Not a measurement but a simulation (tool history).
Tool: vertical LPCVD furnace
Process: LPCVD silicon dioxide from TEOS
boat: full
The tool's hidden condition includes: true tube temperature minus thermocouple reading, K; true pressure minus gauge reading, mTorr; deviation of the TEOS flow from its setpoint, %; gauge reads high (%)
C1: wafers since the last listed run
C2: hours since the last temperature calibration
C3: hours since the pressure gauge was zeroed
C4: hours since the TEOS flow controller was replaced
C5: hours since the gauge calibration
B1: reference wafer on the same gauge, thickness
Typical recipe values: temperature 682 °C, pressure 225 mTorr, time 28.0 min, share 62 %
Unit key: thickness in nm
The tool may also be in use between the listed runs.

Run 1, hour 0.0: usual settings but share 66 %; C1 0; C2 1714.2; C3 3571.6; C4 1534.9; C5 78.5; B1 114.01. Result: thickness 112.75 nm.
Run 2, hour 100.1: usual settings; C1 1106; C2 1814.3; C3 3671.7; C4 1635.0; C5 178.6; B1 113.95. Result: thickness 109.23 nm.
Run 3, hour 274.9: usual settings; C1 1932; C2 1989.1; C3 3846.5; C4 1809.8; C5 353.4; B1 114.01. Result: thickness 110.01 nm.
Run 4, hour 360.4: usual settings; C1 945; C2 2074.6; C3 3932.0; C4 1895.3; C5 438.9; B1 113.97. Result: thickness 109.79 nm.
Run 5, hour 460.2: usual settings but temperature 674 °C; C1 1103; C2 2174.4; C3 4031.8; C4 1995.1; C5 538.7; B1 114.03. Result: thickness 90.57 nm.
Run 6, hour 505.9: usual settings but time 20.0 min, share 59 %; C1 505; C2 2220.1; C3 4077.5; C4 2040.8; C5 584.4; B1 114.02. Result: thickness 76.63 nm.
Run 7, hour 603.7: usual settings but time 20.0 min, share 59 %; C1 1081; C2 2317.9; C3 4175.3; C4 2138.6; C5 682.2; B1 113.98. Result: thickness 76.37 nm.
Run 8, hour 741.8: usual settings; C1 1526; C2 2456.0; C3 4313.4; C4 2276.7; C5 820.3; B1 114.01. Result: thickness 109.66 nm.
At hour 849.5: pressure gauge zeroed.
Run 9, hour 850.0: usual settings; C1 930; C2 2564.2; C3 0.5; C4 2384.9; C5 928.5; B1 114.00. Result: thickness 108.03 nm.
Run 10, hour 881.8: usual settings; C1 351; C2 2596.0; C3 32.3; C4 2416.7; C5 960.3; B1 113.99. Result: thickness 107.77 nm.
Run 11, hour 922.7: usual settings; C1 452; C2 2636.9; C3 73.2; C4 2457.6; C5 1001.2; B1 114.03. Result: thickness 107.63 nm.
Run 12, hour 966.4: usual settings but time 22.5 min; C1 483; C2 2680.6; C3 116.9; C4 2501.3; C5 1044.9; B1 114.01. Result: thickness 86.71 nm.
At hour 1025.4: thermocouples replaced and temperature profile calibrated.
Run 13, hour 1043.5: usual settings but temperature 693 °C; C1 587; C2 18.1; C3 194.0; C4 2578.4; C5 1122.0; B1 113.93. Result: thickness 141.26 nm.
At hour 1051.1: gauge calibrated.
Run 14, hour 1146.3: usual settings but temperature 687 °C, pressure 245 mTorr; C1 1136; C2 120.9; C3 296.8; C4 2681.2; C5 95.2; B1 114.05. Result: thickness 127.76 nm.
Run 15, hour 1215.8: usual settings but pressure 200 mTorr; C1 768; C2 190.4; C3 366.3; C4 2750.7; C5 164.7; B1 114.02. Result: thickness 102.31 nm.
Run 16, hour 1255.7: usual settings but temperature 688 °C, pressure 265 mTorr, time 34.0 min, share 74 %; C1 441; C2 230.3; C3 406.2; C4 2790.6; C5 204.6; B1 113.99. Result: thickness 180.18 nm.
Run 17, hour 1294.5: usual settings but time 17.5 min, share 55 %; C1 428; C2 269.1; C3 445.0; C4 2829.4; C5 243.4; B1 114.00. Result: thickness 64.06 nm.
At hour 1366.2: TEOS flow controller replaced.
Run 18, hour 1385.2: usual settings but share 71 %; C1 737; C2 359.8; C3 535.7; C4 19.0; C5 334.1; B1 114.04. Result: thickness 115.16 nm.
Run 19, hour 1458.3: usual settings but time 25.0 min; C1 808; C2 432.9; C3 608.8; C4 92.1; C5 407.2; B1 113.99. Result: thickness 96.63 nm.
Run 20, hour 1505.9: usual settings but pressure 270 mTorr; C1 526; C2 480.5; C3 656.4; C4 139.7; C5 454.8; B1 114.01. Result: thickness 117.80 nm.
Run 21, hour 1545.2: usual settings but time 18.5 min; C1 434; C2 519.8; C3 695.7; C4 179.0; C5 494.1; B1 114.02. Result: thickness 71.19 nm.
Run 22, hour 1590.4: usual settings; C1 499; C2 565.0; C3 740.9; C4 224.2; C5 539.3; B1 113.98. Result: thickness 107.95 nm.
Run 23, hour 1696.2: usual settings but pressure 180 mTorr; C1 1169; C2 670.8; C3 846.7; C4 330.0; C5 645.1; B1 114.04. Result: thickness 97.21 nm.
Run 24, hour 1753.4: usual settings; C1 632; C2 728.0; C3 903.9; C4 387.2; C5 702.3; B1 114.07. Result: thickness 108.55 nm.
Run 25, hour 1803.4: usual settings but temperature 672 °C, time 39.0 min; C1 552; C2 778.0; C3 953.9; C4 437.2; C5 752.3; B1 114.03. Result: thickness 118.20 nm.

Branching from run 25: 3 alternative next runs. What would each branch give?
Run A, hour 1808.4: usual settings; C1 55; C2 783.0; C3 958.9; C4 442.2; C5 757.3; B1 ?. Result: thickness ?.
Run B, hour 1808.4: usual settings but temperature 679 °C, time 24.5 min; C1 55; C2 783.0; C3 958.9; C4 442.2; C5 757.3; B1 ?. Result: thickness ?.
Run C, hour 1808.4: usual settings but time 24.5 min, share 67 %; C1 55; C2 783.0; C3 958.9; C4 442.2; C5 757.3; B1 ?. Result: thickness ?.

run      B1  thickness
  A  113.99     108.32
  B  113.99      88.14
  C  113.99      98.54
Had the tool no hidden state, the same runs would have come out as:
run  thickness
  A     107.00
  B      87.06
  C      97.33
